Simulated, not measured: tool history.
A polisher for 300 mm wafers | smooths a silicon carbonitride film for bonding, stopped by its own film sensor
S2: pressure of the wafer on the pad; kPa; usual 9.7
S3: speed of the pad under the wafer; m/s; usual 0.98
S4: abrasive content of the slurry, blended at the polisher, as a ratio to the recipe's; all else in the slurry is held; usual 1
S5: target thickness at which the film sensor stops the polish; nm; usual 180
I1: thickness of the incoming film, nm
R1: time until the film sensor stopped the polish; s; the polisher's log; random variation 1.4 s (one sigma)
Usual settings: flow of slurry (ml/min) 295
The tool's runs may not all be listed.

run 1 hour=0 | flow_of_slurry_(ml/min)=295 S2=9.7 S3=0.98 S4=1.1 S5=180 | I1=187.2 | R1=50.1
run 2 hour=67.5 | flow_of_slurry_(ml/min)=295 S2=9.7 S3=0.98 S4=1.1 S5=180 | I1=189.7 | R1=67.7
run 3 hour=155.9 | flow_of_slurry_(ml/min)=295 S2=12.4 S3=0.98 S4=1 S5=180 | I1=190 | R1=59.7
run 4 hour=193.4 | flow_of_slurry_(ml/min)=295 S2=12.4 S3=0.98 S4=1 S5=180 | I1=188.3 | R1=53.5
-- hour=205 slurry blender recalibrated
-- hour=211.1 worn pad replaced by a new one
run 5 hour=299 | flow_of_slurry_(ml/min)=295 S2=12.4 S3=0.98 S4=1 S5=180 | I1=190 | R1=58.3
run 6 hour=357.9 | flow_of_slurry_(ml/min)=295 S2=9.7 S3=0.98 S4=1 S5=180 | I1=190.3 | R1=76.5
-- hour=408.9 slurry nozzle cleaned
-- hour=447.1 worn pad replaced by a new one
-- hour=584.5 slurry blender recalibrated
run 7 hour=651.3 | flow_of_slurry_(ml/min)=295 S2=9.7 S3=0.98 S4=1 S5=180 | I1=187.8 | R1=61.6
-- hour=669.6 worn pad replaced by a new one
run 8 hour=750.2 | flow_of_slurry_(ml/min)=295 S2=9.7 S3=0.98 S4=1 S5=180 | I1=190.5 | R1=74.3
-- hour=823 head pressure recalibrated
run 9 hour=842.7 | flow_of_slurry_(ml/min)=295 S2=9.7 S3=0.98 S4=1.2 S5=180 | I1=191.6 | R1=84.4
run 10 hour=893.6 | flow_of_slurry_(ml/min)=245 S2=6.2 S3=0.64 S4=1 S5=177 | I1=188.2 | R1=179.6
-- hour=934.7 worn pad replaced by a new one
-- hour=938.8 slurry nozzle cleaned
run 11 hour=939.9 | flow_of_slurry_(ml/min)=330 S2=7.6 S3=0.7 S4=1 S5=180 | I1=191.3 | R1=126.5
-- hour=952.1 slurry blender recalibrated
run 12 hour=993.5 | flow_of_slurry_(ml/min)=295 S2=7.6 S3=0.98 S4=1 S5=178 | I1=187.9 | R1=89.2
run 13 hour=1031.6 | flow_of_slurry_(ml/min)=295 S2=7.6 S3=1.06 S4=1.2 S5=179 | I1=188.2 | R1=74.9
run 14 hour=1122.2 | flow_of_slurry_(ml/min)=295 S2=9.7 S3=0.98 S4=1 S5=178 | I1=187.4 | R1=71.2
run 15 hour=1197.2 | flow_of_slurry_(ml/min)=195 S2=9.7 S3=0.98 S4=1.25 S5=180 | I1=188.5 | R1=65.1
-- hour=1223.7 worn pad replaced by a new one
run 16 hour=1299.7 | flow_of_slurry_(ml/min)=295 S2=9.7 S3=0.98 S4=1 S5=180 | I1=191.6 | R1=79.9

3 ways to go on from here, each from the tool as it stands after run 16. What would each give?
run A hour=1300.1 | flow_of_slurry_(ml/min)=295 S2=9.7 S3=0.98 S4=1 S5=180 | I1=192.4 | R1=?
run B hour=1300.1 | flow_of_slurry_(ml/min)=215 S2=9.7 S3=0.98 S4=0.9 S5=180 | I1=192.4 | R1=?
run C hour=1300.1 | flow_of_slurry_(ml/min)=365 S2=9.7 S3=0.98 S4=1 S5=180 | I1=192.4 | R1=?

run=A R1=88.3
run=B R1=93.5
run=C R1=87.1
Without the tool's hidden state the same runs would have given:
run=A R1=86.6
run=B R1=91.7
run=C R1=85.4
